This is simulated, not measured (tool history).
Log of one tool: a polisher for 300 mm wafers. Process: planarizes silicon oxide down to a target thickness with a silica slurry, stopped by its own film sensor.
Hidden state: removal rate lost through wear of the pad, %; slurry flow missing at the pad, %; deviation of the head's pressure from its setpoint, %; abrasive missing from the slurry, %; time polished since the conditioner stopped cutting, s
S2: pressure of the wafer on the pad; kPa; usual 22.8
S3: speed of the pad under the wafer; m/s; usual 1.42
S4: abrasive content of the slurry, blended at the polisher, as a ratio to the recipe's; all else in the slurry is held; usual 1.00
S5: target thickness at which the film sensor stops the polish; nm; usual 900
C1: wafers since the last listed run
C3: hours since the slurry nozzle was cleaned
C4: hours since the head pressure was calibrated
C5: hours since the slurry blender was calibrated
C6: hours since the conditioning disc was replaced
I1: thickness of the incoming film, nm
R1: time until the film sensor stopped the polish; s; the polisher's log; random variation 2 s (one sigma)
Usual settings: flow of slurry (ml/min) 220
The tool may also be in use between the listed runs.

Run 1, hour 0.0: usual settings; C1 0; wafers polished on this pad 1922; C3 525.1; C4 210.2; C5 65.3; C6 38.1; I1 1289.6. Result: R1 146.0 s.
Run 2, hour 65.2: usual settings but S4 0.85; C1 630; wafers polished on this pad 2552; C3 590.3; C4 275.4; C5 130.5; C6 103.3; I1 1266.0. Result: R1 145.4 s.
Run 3, hour 98.2: usual settings but S4 0.85; C1 319; wafers polished on this pad 2872; C3 623.3; C4 308.4; C5 163.5; C6 136.3; I1 1294.8. Result: R1 158.4 s.
Run 4, hour 123.5: usual settings but S4 0.85; C1 244; wafers polished on this pad 3116; C3 648.6; C4 333.7; C5 188.8; C6 161.6; I1 1274.1. Result: R1 145.8 s.
At hour 142.4: slurry nozzle cleaned.
At hour 143.6: head pressure recalibrated.
Run 5, hour 181.5: usual settings; C1 539; wafers polished on this pad 3656; C3 39.1; C4 37.9; C5 246.8; C6 219.6; I1 1278.1. Result: R1 143.6 s.
At hour 188.6: worn pad replaced by a new one.
Run 6, hour 235.8: usual settings but flow of slurry (ml/min) 150, S4 0.90, S5 1028 nm; C1 486; wafers polished on this pad 456; C3 93.4; C4 92.2; C5 301.1; C6 273.9; I1 1261.6. Result: R1 86.8 s.
Run 7, hour 269.7: usual settings but flow of slurry (ml/min) 165, S4 1.10, S5 961 nm; C1 327; wafers polished on this pad 784; C3 127.3; C4 126.1; C5 335.0; C6 307.8; I1 1282.4. Result: R1 116.9 s.
Run 8, hour 320.5: usual settings but S2 26.9 kPa, S5 988 nm; C1 491; wafers polished on this pad 1275; C3 178.1; C4 176.9; C5 385.8; C6 358.6; I1 1284.0. Result: R1 89.8 s.
At hour 338.7: conditioning disc replaced and pad reconditioned.
At hour 346.4: slurry blender recalibrated.
Run 9, hour 390.9: usual settings but S2 31.0 kPa, S3 1.24 m/s, S4 1.25, S5 812 nm; C1 642; wafers polished on this pad 1918; C3 248.5; C4 247.3; C5 44.5; C6 52.2; I1 1271.8. Result: R1 130.7 s.
Run 10, hour 459.3: usual settings but S2 25.5 kPa; C1 661; wafers polished on this pad 2579; C3 316.9; C4 315.7; C5 112.9; C6 120.6; I1 1265.6. Result: R1 120.1 s.
Run 11, hour 508.1: usual settings but flow of slurry (ml/min) 185, S4 0.75; C1 471; wafers polished on this pad 3051; C3 365.7; C4 364.5; C5 161.7; C6 169.4; I1 1252.4. Result: R1 143.0 s.
At hour 530.7: head pressure recalibrated.
Run 12, hour 537.2: usual settings but flow of slurry (ml/min) 240, S2 15.9 kPa, S3 1.28 m/s, S4 1.10; C1 262; wafers polished on this pad 3313; C3 394.8; C4 6.5; C5 190.8; C6 198.5; I1 1282.3. Result: R1 204.7 s.
At hour 554.9: worn pad replaced by a new one.
Run 13, hour 644.8: usual settings but S3 1.16 m/s; C1 1002; wafers polished on this pad 869; C3 502.4; C4 114.1; C5 298.4; C6 306.1; I1 1295.4. Result: R1 163.8 s.
Run 14, hour 693.6: usual settings but S2 18.6 kPa, S3 1.26 m/s, S5 784 nm; C1 471; wafers polished on this pad 1341; C3 551.2; C4 162.9; C5 347.2; C6 354.9; I1 1281.2. Result: R1 234.8 s.
Run 15, hour 738.1: usual settings but S2 29.6 kPa, S4 0.80; C1 430; wafers polished on this pad 1771; C3 595.7; C4 207.4; C5 391.7; C6 399.4; I1 1277.0. Result: R1 116.4 s.
At hour 740.5: slurry nozzle cleaned.
At hour 740.6: conditioning disc replaced and pad reconditioned.
At hour 781.6: slurry blender recalibrated.
At hour 942.1: worn pad replaced by a new one.
At hour 944.9: head pressure recalibrated.
Run 16, hour 950.7: usual settings; C1 1967; wafers polished on this pad 63; C3 210.2; C4 5.8; C5 169.1; C6 210.1; I1 1258.7. Result: R1 119.6 s.
Run 17, hour 1020.0: usual settings; C1 670; wafers polished on this pad 733; C3 279.5; C4 75.1; C5 238.4; C6 279.4; I1 1285.5. Result: R1 135.7 s.
Run 18, hour 1048.5: usual settings; C1 275; wafers polished on this pad 1009; C3 308.0; C4 103.6; C5 266.9; C6 307.9; I1 1300.2. Result: R1 142.9 s.
Run 19, hour 1083.9: usual settings; C1 342; wafers polished on this pad 1351; C3 343.4; C4 139.0; C5 302.3; C6 343.3; I1 1273.6. Result: R1 134.3 s.
Run 20, hour 1112.3: usual settings; C1 274; wafers polished on this pad 1626; C3 371.8; C4 167.4; C5 330.7; C6 371.7; I1 1287.2. Result: R1 139.8 s.
At hour 1118.8: conditioning disc replaced and pad reconditioned.
At hour 1152.9: slurry blender recalibrated.
Run 21, hour 1158.6: usual settings but S2 27.6 kPa, S3 1.04 m/s; C1 409; wafers polished on this pad 2035; C3 418.1; C4 213.7; C5 5.7; C6 39.8; I1 1291.9. Result: R1 156.9 s.
Run 22, hour 1209.3: usual settings but flow of slurry (ml/min) 175, S2 27.6 kPa; C1 490; wafers polished on this pad 2526; C3 468.8; C4 264.4; C5 56.4; C6 90.5; I1 1268.0. Result: R1 123.8 s.
Run 23, hour 1272.1: usual settings; C1 607; wafers polished on this pad 3133; C3 531.6; C4 327.2; C5 119.2; C6 153.3; I1 1257.3. Result: R1 134.1 s.
Run 24, hour 1310.1: usual settings but flow of slurry (ml/min) 285, S2 17.2 kPa, S3 0.98 m/s, S4 0.90; C1 367; wafers polished on this pad 3500; C3 569.6; C4 365.2; C5 157.2; C6 191.3; I1 1264.6. Result: R1 224.4 s.

Forecast each of these 5 alternatives for the next run:
Run A, hour 1310.6: usual settings but S3 1.86 m/s; C1 4; wafers polished on this pad 3505; C3 570.1; C4 365.7; C5 157.7; C6 191.8; I1 1277.4. Result: R1 ?.
Run B, hour 1310.6: usual settings but flow of slurry (ml/min) 240, S5 1023 nm; C1 4; wafers polished on this pad 3505; C3 570.1; C4 365.7; C5 157.7; C6 191.8; I1 1277.4. Result: R1 ?.
Run C, hour 1310.6: usual settings but S4 0.75; C1 4; wafers polished on this pad 3505; C3 570.1; C4 365.7; C5 157.7; C6 191.8; I1 1277.4. Result: R1 ?.
Run D, hour 1310.6: usual settings but S2 17.2 kPa, S3 1.06 m/s, S4 0.75; C1 4; wafers polished on this pad 3505; C3 570.1; C4 365.7; C5 157.7; C6 191.8; I1 1277.4. Result: R1 ?.
Run E, hour 1310.6: usual settings but flow of slurry (ml/min) 290; C1 4; wafers polished on this pad 3505; C3 570.1; C4 365.7; C5 157.7; C6 191.8; I1 1277.4. Result: R1 ?.

run     R1
  A  119.2
  B   97.3
  C  159.0
  D  248.3
  E  141.7
Without the tool's hidden state the same runs would have given:
run     R1
  A  101.9
  B   83.1
  C  135.9
  D  212.2
  E  121.1
